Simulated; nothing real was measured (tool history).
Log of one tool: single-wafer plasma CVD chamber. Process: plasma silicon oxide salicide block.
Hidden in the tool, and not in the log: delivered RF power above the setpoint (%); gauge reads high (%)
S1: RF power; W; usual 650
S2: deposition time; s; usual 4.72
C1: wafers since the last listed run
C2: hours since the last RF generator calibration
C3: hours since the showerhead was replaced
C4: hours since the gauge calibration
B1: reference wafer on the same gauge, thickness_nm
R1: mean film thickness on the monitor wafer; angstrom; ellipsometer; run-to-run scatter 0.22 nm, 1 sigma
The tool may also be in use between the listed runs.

run 1 hour=0 | S1=650 S2=4.72 | C1=0 C2=349.1 C3=2588.5 C4=1952.1 | B1=47.091 | R1=497.57
run 2 hour=102.4 | S1=650 S2=4.72 | C1=3280 C2=451.5 C3=2690.9 C4=2054.5 | B1=47.135 | R1=493.34
run 3 hour=140.8 | S1=650 S2=4.72 | C1=1230 C2=489.9 C3=2729.3 C4=2092.9 | B1=47.164 | R1=495.05
run 4 hour=207 | S1=695 S2=4.26 | C1=2120 C2=556.1 C3=2795.5 C4=2159.1 | B1=47.125 | R1=458.42
run 5 hour=273.7 | S1=695 S2=4.26 | C1=2136 C2=622.8 C3=2862.2 C4=2225.8 | B1=47.103 | R1=456.69
run 6 hour=356.1 | S1=650 S2=4.72 | C1=2639 C2=705.2 C3=2944.6 C4=2308.2 | B1=47.15 | R1=494.07
run 7 hour=406.1 | S1=650 S2=4.72 | C1=1601 C2=755.2 C3=2994.6 C4=2358.2 | B1=47.02 | R1=493.51
-- hour=434.6 gauge calibrated
run 8 hour=470.9 | S1=650 S2=4.72 | C1=2075 C2=820 C3=3059.4 C4=36.3 | B1=46.993 | R1=489.69
run 9 hour=556.3 | S1=650 S2=4.72 | C1=2735 C2=905.4 C3=3144.8 C4=121.7 | B1=47.104 | R1=491.66
run 10 hour=621.9 | S1=650 S2=4 | C1=2101 C2=971 C3=3210.4 C4=187.3 | B1=47.064 | R1=410.29
run 11 hour=681 | S1=650 S2=4 | C1=1893 C2=1030.1 C3=3269.5 C4=246.4 | B1=47.14 | R1=415.14
run 12 hour=775.4 | S1=715 S2=4.72 | C1=3023 C2=1124.5 C3=3363.9 C4=340.8 | B1=47.087 | R1=503.77
run 13 hour=861.1 | S1=650 S2=4.72 | C1=2745 C2=1210.2 C3=3449.6 C4=426.5 | B1=47.104 | R1=488.14
run 14 hour=953 | S1=650 S2=4.72 | C1=2943 C2=1302.1 C3=3541.5 C4=518.4 | B1=47.095 | R1=480.56
-- hour=1001.5 RF generator calibrated
run 15 hour=1041.1 | S1=650 S2=4.72 | C1=2565 C2=39.6 C3=3629.6 C4=606.5 | B1=47.1 | R1=499.59
run 16 hour=1083.5 | S1=650 S2=4.72 | C1=1358 C2=82 C3=3672 C4=648.9 | B1=47.137 | R1=493.66
run 17 hour=1133.3 | S1=750 S2=4.72 | C1=1595 C2=131.8 C3=3721.8 C4=698.7 | B1=47.107 | R1=522.03
-- hour=1153.9 showerhead replaced, of another model than before
run 18 hour=1222.2 | S1=750 S2=4.72 | C1=2591 C2=220.7 C3=68.3 C4=787.6 | B1=47.137 | R1=537.63
run 19 hour=1508.4 | S1=750 S2=4.72 | C1=9167 C2=506.9 C3=354.5 C4=1073.8 | B1=47.029 | R1=532.04
run 20 hour=1602.3 | S1=650 S2=4.24 | C1=3007 C2=600.8 C3=448.4 C4=1167.7 | B1=47.046 | R1=437.28
run 21 hour=1706.5 | S1=650 S2=4.24 | C1=3337 C2=705 C3=552.6 C4=1271.9 | B1=47.09 | R1=436.11
run 22 hour=1788.1 | S1=650 S2=4.72 | C1=2613 C2=786.6 C3=634.2 C4=1353.5 | B1=47.054 | R1=483.53
run 23 hour=1840 | S1=735 S2=4.42 | C1=1662 C2=838.5 C3=686.1 C4=1405.4 | B1=47.063 | R1=488.18
run 24 hour=1886 | S1=650 S2=5.49 | C1=1473 C2=884.5 C3=732.1 C4=1451.4 | B1=47.139 | R1=560.19
run 25 hour=1934.7 | S1=650 S2=4.72 | C1=1559 C2=933.2 C3=780.8 C4=1500.1 | B1=47.111 | R1=478.97
run 26 hour=1984.1 | S1=650 S2=4.72 | C1=1582 C2=982.6 C3=830.2 C4=1549.5 | B1=47.053 | R1=477.29
run 27 hour=2039.9 | S1=745 S2=4.05 | C1=1787 C2=1038.4 C3=886 C4=1605.3 | B1=47.099 | R1=446.74
run 28 hour=2130.1 | S1=650 S2=5.3 | C1=2889 C2=1128.6 C3=976.2 C4=1695.5 | B1=47.138 | R1=538.84
run 29 hour=2179.5 | S1=650 S2=4.72 | C1=1582 C2=1178 C3=1025.6 C4=1744.9 | B1=47.101 | R1=472.27
-- hour=2214.6 RF generator calibrated
run 30 hour=2282 | S1=760 S2=4.18 | C1=3026 C2=67.4 C3=1128.1 C4=1847.4 | B1=47.089 | R1=481.25
run 31 hour=2362.1 | S1=650 S2=4.72 | C1=2565 C2=147.5 C3=1208.2 C4=1927.5 | B1=47.099 | R1=496.22
run 32 hour=2449.7 | S1=650 S2=5.57 | C1=2805 C2=235.1 C3=1295.8 C4=2015.1 | B1=47.084 | R1=581.37
run 33 hour=2486.6 | S1=540 S2=4.72 | C1=1181 C2=272 C3=1332.7 C4=2052 | B1=47.062 | R1=428.76
run 34 hour=2549.2 | S1=615 S2=5.26 | C1=2005 C2=334.6 C3=1395.3 C4=2114.6 | B1=47.112 | R1=531.39
run 35 hour=2589.9 | S1=650 S2=4.11 | C1=1303 C2=375.3 C3=1436 C4=2155.3 | B1=47.139 | R1=429.73
-- hour=2765.5 gauge calibrated
run 36 hour=2787.5 | S1=650 S2=4.72 | C1=6329 C2=572.9 C3=1633.6 C4=22 | B1=47.115 | R1=490.1
run 37 hour=2880.3 | S1=695 S2=5.24 | C1=2972 C2=665.7 C3=1726.4 C4=114.8 | B1=47.107 | R1=560.19
run 38 hour=2980.3 | S1=650 S2=4.72 | C1=3203 C2=765.7 C3=1826.4 C4=214.8 | B1=47.135 | R1=484.45
run 39 hour=3265.4 | S1=690 S2=3.87 | C1=9132 C2=1050.8 C3=2111.5 C4=499.9 | B1=47.09 | R1=405.64
run 40 hour=3363 | S1=650 S2=4.72 | C1=3126 C2=1148.4 C3=2209.1 C4=597.5 | B1=47.191 | R1=476.92
run 41 hour=3406 | S1=755 S2=3.8 | C1=1377 C2=1191.4 C3=2252.1 C4=640.5 | B1=47.14 | R1=418.69
run 42 hour=3473 | S1=730 S2=4.72 | C1=2146 C2=1258.4 C3=2319.1 C4=707.5 | B1=47.19 | R1=511.47
run 43 hour=3551 | S1=690 S2=5.34 | C1=2498 C2=1336.4 C3=2397.1 C4=785.5 | B1=47.081 | R1=554.98

Predict each of these 5 candidate next runs independently; none follows another, all start after run 43:
run A hour=3551.4 | S1=650 S2=4.72 | C1=12 C2=1336.8 C3=2397.5 C4=785.9 | B1=? | R1=?
run B hour=3551.4 | S1=565 S2=5.52 | C1=12 C2=1336.8 C3=2397.5 C4=785.9 | B1=? | R1=?
run C hour=3551.4 | S1=650 S2=4.27 | C1=12 C2=1336.8 C3=2397.5 C4=785.9 | B1=? | R1=?
run D hour=3551.4 | S1=575 S2=3.8 | C1=12 C2=1336.8 C3=2397.5 C4=785.9 | B1=? | R1=?
run E hour=3551.4 | S1=610 S2=5.08 | C1=12 C2=1336.8 C3=2397.5 C4=785.9 | B1=? | R1=?

run=A B1=47.092 R1=473.31
run=B B1=47.092 R1=501.87
run=C B1=47.092 R1=428.19
run=D B1=47.092 R1=350.13
run=E B1=47.092 R1=488.38
Stripped of hidden state, with their random variation kept, the same runs would have yielded:
run=A R1=499.65
run=B R1=529.79
run=C R1=452.01
run=D R1=369.61
run=E R1=515.55
